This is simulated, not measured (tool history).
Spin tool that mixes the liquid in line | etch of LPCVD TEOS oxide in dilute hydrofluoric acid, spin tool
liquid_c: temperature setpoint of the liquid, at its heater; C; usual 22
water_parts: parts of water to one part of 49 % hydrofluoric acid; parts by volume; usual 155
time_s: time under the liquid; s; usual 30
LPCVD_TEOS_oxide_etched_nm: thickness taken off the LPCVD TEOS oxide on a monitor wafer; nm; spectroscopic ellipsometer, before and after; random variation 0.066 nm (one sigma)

run,day,liquid_c,water_parts,time_s,wafers since the last listed run,hours since the thermometer was replaced,hours since the hydrofluoric acid flow meter was replaced,hours since the gauge calibration,"read-back film thickness of the LPCVD TEOS oxide reference wafer, read on the same gauge (nm)",LPCVD_TEOS_oxide_etched_nm
1,0,22,155,30,0,2240.5,602.9,527.5,49.99,7.12
2,1.162,19,155,30,263,2268.4,630.8,555.4,50.01,6.35
3,3.579,19,155,30,548,2326.4,688.8,613.4,50.02,6.29
4,5.179,19,155,30,363,2364.8,727.2,651.8,50.02,6.28
5,8.654,22,155,30,789,2448.2,810.6,735.2,50.03,6.81
6,10.3,22,155,30,373,2487.7,850.1,774.7,50.01,6.95
7,12.021,22,155,30,390,2529,891.4,816,50.01,6.85
8,13.229,25,155,30,274,2558,920.4,845,49.99,7.59
# day 13.383: hydrofluoric acid flow meter replaced
9,14.958,22,190,30,383,2599.5,37.8,886.5,49.97,5.95
# day 19.533: thermometer replaced
# day 19.958: gauge calibrated
10,22.296,25,155,35,1656,66.3,213.9,56.1,50,9.77
11,23.808,25,155,35,343,102.6,250.2,92.4,50.01,9.62
12,26.246,25,155,35,553,161.1,308.7,150.9,50.01,9.58
13,28.525,22,155,30,517,215.8,363.4,205.6,49.98,7.31
14,30.492,22,155,30,446,263,410.6,252.8,50.03,7.26
15,33.438,19,155,30,668,333.7,481.3,323.5,50,6.41
16,35.596,17.5,105,30,490,385.5,533.1,375.3,50.01,9.28
17,37.154,22,195,30,353,422.9,570.5,412.7,50.01,5.49
18,39.017,22,210,15,422,467.6,615.2,457.4,49.98,2.46
19,41.104,22,195,40,474,517.7,665.3,507.5,50.02,7.22
20,42.412,22,155,30,297,549.1,696.7,538.9,50,7.07
21,44.879,22,155,15,560,608.3,755.9,598.1,50,3.47
22,47.871,22,155,30,679,680.1,827.7,669.9,49.98,6.86
# day 49.725: hydrofluoric acid flow meter replaced
23,50.121,22,155,30,501,734.1,9.5,723.9,50.01,7.66
24,51.358,17,130,15,281,763.8,39.2,753.6,50.01,3.8
25,53.708,22,80,30,533,820.2,95.6,810,50,15.9
# day 55.183: gauge calibrated
26,56.35,17,155,30,599,883.6,159,28,50.01,6.13
27,58.592,24.5,155,30,509,937.4,212.8,81.8,49.99,8.14
28,60.283,19.5,80,30,384,978,253.4,122.4,49.99,14.15
29,62.929,25,105,40,600,1041.5,316.9,185.9,50,17.1

Forecast each of these 3 alternatives for the next run:
A,62.946,22,155,40,3,1041.9,317.3,186.3,?,?
B,62.946,22,80,15,3,1041.9,317.3,186.3,?,?
C,62.946,19,195,35,3,1041.9,317.3,186.3,?,?

run,"read-back film thickness of the LPCVD TEOS oxide reference wafer, read on the same gauge (nm)",LPCVD_TEOS_oxide_etched_nm
A,50.01,9.69
B,50.01,7.7
C,50.01,5.75
Without the tool's hidden state the same runs would have given:
run,LPCVD_TEOS_oxide_etched_nm
A,10.19
B,8.07
C,6.05
